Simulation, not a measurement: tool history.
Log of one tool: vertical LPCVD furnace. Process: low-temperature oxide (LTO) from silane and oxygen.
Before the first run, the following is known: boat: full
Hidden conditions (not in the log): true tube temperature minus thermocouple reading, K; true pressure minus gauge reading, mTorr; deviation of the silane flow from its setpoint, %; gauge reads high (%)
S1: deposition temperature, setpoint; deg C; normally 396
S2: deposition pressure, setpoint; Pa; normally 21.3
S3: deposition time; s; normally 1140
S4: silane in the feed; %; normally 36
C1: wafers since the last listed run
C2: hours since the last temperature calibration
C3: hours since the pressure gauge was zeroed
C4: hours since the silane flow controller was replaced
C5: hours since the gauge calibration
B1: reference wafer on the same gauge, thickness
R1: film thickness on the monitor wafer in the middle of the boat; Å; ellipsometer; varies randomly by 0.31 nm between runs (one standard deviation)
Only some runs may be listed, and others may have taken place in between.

{"run": 1, "hour": 0.0, "S1": 396, "S2": 18.7, "S3": 1140, "S4": 36, "C1": 0, "C2": 2219.7, "C3": 1761, "C4": 2015.8, "C5": 928.7, "B1": 114.98, "R1": 907.2}
{"run": 2, "hour": 58.8, "S1": 396, "S2": 21.3, "S3": 1140, "S4": 36, "C1": 761, "C2": 2278.5, "C3": 1819.8, "C4": 2074.6, "C5": 987.5, "B1": 114.98, "R1": 1031.8}
{"run": 3, "hour": 109.0, "S1": 396, "S2": 24.7, "S3": 1140, "S4": 36, "C1": 649, "C2": 2328.7, "C3": 1870, "C4": 2124.8, "C5": 1037.7, "B1": 114.92, "R1": 1196.9}
{"run": 4, "hour": 170.2, "S1": 396, "S2": 24.7, "S3": 1140, "S4": 36, "C1": 792, "C2": 2389.9, "C3": 1931.2, "C4": 2186, "C5": 1098.9, "B1": 114.9, "R1": 1202.2}
{"run": 5, "hour": 224.0, "S1": 396, "S2": 24, "S3": 1140, "S4": 36, "C1": 696, "C2": 2443.7, "C3": 1985, "C4": 2239.8, "C5": 1152.7, "B1": 115.01, "R1": 1168.3}
{"run": 6, "hour": 259.6, "S1": 396, "S2": 24, "S3": 1140, "S4": 36, "C1": 460, "C2": 2479.3, "C3": 2020.6, "C4": 2275.4, "C5": 1188.3, "B1": 115.12, "R1": 1175}
{"run": 7, "hour": 303.7, "S1": 396, "S2": 21.3, "S3": 1140, "S4": 36, "C1": 570, "C2": 2523.4, "C3": 2064.7, "C4": 2319.5, "C5": 1232.4, "B1": 115.05, "R1": 1040.1}
{"run": 8, "hour": 368.2, "S1": 396, "S2": 21.3, "S3": 1140, "S4": 36, "C1": 835, "C2": 2587.9, "C3": 2129.2, "C4": 2384, "C5": 1296.9, "B1": 115.13, "R1": 1038.1}
{"run": 9, "hour": 435.0, "S1": 396, "S2": 21.3, "S3": 1140, "S4": 36, "C1": 864, "C2": 2654.7, "C3": 2196, "C4": 2450.8, "C5": 1363.7, "B1": 115.11, "R1": 1040.6}
{"run": 10, "hour": 495.0, "S1": 396, "S2": 21.3, "S3": 1140, "S4": 36, "C1": 776, "C2": 2714.7, "C3": 2256, "C4": 2510.8, "C5": 1423.7, "B1": 115.05, "R1": 1044.9}
{"hour": 526.3, "done": "thermocouples replaced and temperature profile calibrated"}
{"run": 11, "hour": 565.4, "S1": 396, "S2": 21.3, "S3": 1140, "S4": 36, "C1": 600, "C2": 39.1, "C3": 2326.4, "C4": 2581.2, "C5": 1494.1, "B1": 115.03, "R1": 1042.9}
{"run": 12, "hour": 631.8, "S1": 396, "S2": 21.3, "S3": 1140, "S4": 36, "C1": 859, "C2": 105.5, "C3": 2392.8, "C4": 2647.6, "C5": 1560.5, "B1": 115.05, "R1": 1041.3}
{"run": 13, "hour": 655.9, "S1": 403, "S2": 21.3, "S3": 1140, "S4": 36, "C1": 311, "C2": 129.6, "C3": 2416.9, "C4": 2671.7, "C5": 1584.6, "B1": 115.02, "R1": 1124.3}
{"run": 14, "hour": 852.7, "S1": 396, "S2": 21.3, "S3": 1140, "S4": 36, "C1": 2547, "C2": 326.4, "C3": 2613.7, "C4": 2868.5, "C5": 1781.4, "B1": 114.92, "R1": 1041.2}
{"run": 15, "hour": 899.0, "S1": 396, "S2": 21.3, "S3": 1140, "S4": 40, "C1": 599, "C2": 372.7, "C3": 2660, "C4": 2914.8, "C5": 1827.7, "B1": 115.11, "R1": 1191.7}
{"run": 16, "hour": 923.2, "S1": 396, "S2": 21.3, "S3": 1140, "S4": 32, "C1": 313, "C2": 396.9, "C3": 2684.2, "C4": 2939, "C5": 1851.9, "B1": 115.15, "R1": 895.5}
{"hour": 976.0, "done": "gauge calibrated"}
{"run": 17, "hour": 1082.7, "S1": 388, "S2": 20, "S3": 1140, "S4": 41, "C1": 2064, "C2": 556.4, "C3": 2843.7, "C4": 3098.5, "C5": 106.7, "B1": 115.02, "R1": 1044.8}
{"run": 18, "hour": 1120.4, "S1": 396, "S2": 18, "S3": 1140, "S4": 36, "C1": 488, "C2": 594.1, "C3": 2881.4, "C4": 3136.2, "C5": 144.4, "B1": 114.95, "R1": 882.8}
{"run": 19, "hour": 1158.3, "S1": 396, "S2": 21.3, "S3": 1140, "S4": 36, "C1": 490, "C2": 632, "C3": 2919.3, "C4": 3174.1, "C5": 182.3, "B1": 114.95, "R1": 1049.8}
{"run": 20, "hour": 1184.9, "S1": 396, "S2": 21.3, "S3": 1140, "S4": 30, "C1": 344, "C2": 658.6, "C3": 2945.9, "C4": 3200.7, "C5": 208.9, "B1": 114.94, "R1": 819.1}
{"run": 21, "hour": 1210.7, "S1": 396, "S2": 21.3, "S3": 1140, "S4": 41, "C1": 334, "C2": 684.4, "C3": 2971.7, "C4": 3226.5, "C5": 234.7, "B1": 114.95, "R1": 1221.9}
{"hour": 1253.2, "done": "silane flow controller replaced"}
{"run": 22, "hour": 1253.7, "S1": 396, "S2": 21.3, "S3": 1140, "S4": 36, "C1": 245, "C2": 727.4, "C3": 3014.7, "C4": 0.5, "C5": 277.7, "B1": 114.94, "R1": 1069.4}
{"run": 23, "hour": 1446.4, "S1": 396, "S2": 24.7, "S3": 1140, "S4": 36, "C1": 2494, "C2": 920.1, "C3": 3207.4, "C4": 193.2, "C5": 470.4, "B1": 114.98, "R1": 1245.3}
{"run": 24, "hour": 1478.1, "S1": 396, "S2": 21.3, "S3": 1140, "S4": 36, "C1": 410, "C2": 951.8, "C3": 3239.1, "C4": 224.9, "C5": 502.1, "B1": 114.93, "R1": 1079.8}
{"hour": 1522.1, "done": "pressure gauge zeroed"}
{"run": 25, "hour": 1536.7, "S1": 388, "S2": 23.3, "S3": 960, "S4": 42, "C1": 447, "C2": 1010.4, "C3": 14.6, "C4": 283.5, "C5": 560.7, "B1": 115, "R1": 1083.4}
{"run": 26, "hour": 1591.5, "S1": 396, "S2": 21.3, "S3": 1140, "S4": 36, "C1": 709, "C2": 1065.2, "C3": 69.4, "C4": 338.3, "C5": 615.5, "B1": 115.07, "R1": 1077.4}
{"hour": 1717.8, "done": "silane flow controller replaced, repeated, since the last time left the tool worse"}
{"run": 27, "hour": 1785.3, "S1": 396, "S2": 21.3, "S3": 900, "S4": 36, "C1": 2198, "C2": 1259, "C3": 263.2, "C4": 67.5, "C5": 809.3, "B1": 114.94, "R1": 799.5}
{"run": 28, "hour": 1848.7, "S1": 396, "S2": 16, "S3": 1140, "S4": 42, "C1": 820, "C2": 1322.4, "C3": 326.6, "C4": 130.9, "C5": 872.7, "B1": 114.92, "R1": 923.2}
{"run": 29, "hour": 1896.7, "S1": 396, "S2": 21.3, "S3": 1140, "S4": 36, "C1": 621, "C2": 1370.4, "C3": 374.6, "C4": 178.9, "C5": 920.7, "B1": 114.92, "R1": 1011.9}
{"run": 30, "hour": 1960.0, "S1": 399, "S2": 26, "S3": 1350, "S4": 41, "C1": 819, "C2": 1433.7, "C3": 437.9, "C4": 242.2, "C5": 984, "B1": 114.91, "R1": 1782.3}

For run 31, what comes out?
{"run": 31, "hour": 2030.8, "S1": 387, "S2": 16.7, "S3": 1410, "S4": 34, "C1": 916, "C2": 1504.5, "C3": 508.7, "C4": 313, "C5": 1054.8, "B1": "?", "R1": "?"}

Logged for run 31: B1 114.95, R1 816.2 Å.
Had the tool carried no hidden state, the very same run would have given R1 819 Å.

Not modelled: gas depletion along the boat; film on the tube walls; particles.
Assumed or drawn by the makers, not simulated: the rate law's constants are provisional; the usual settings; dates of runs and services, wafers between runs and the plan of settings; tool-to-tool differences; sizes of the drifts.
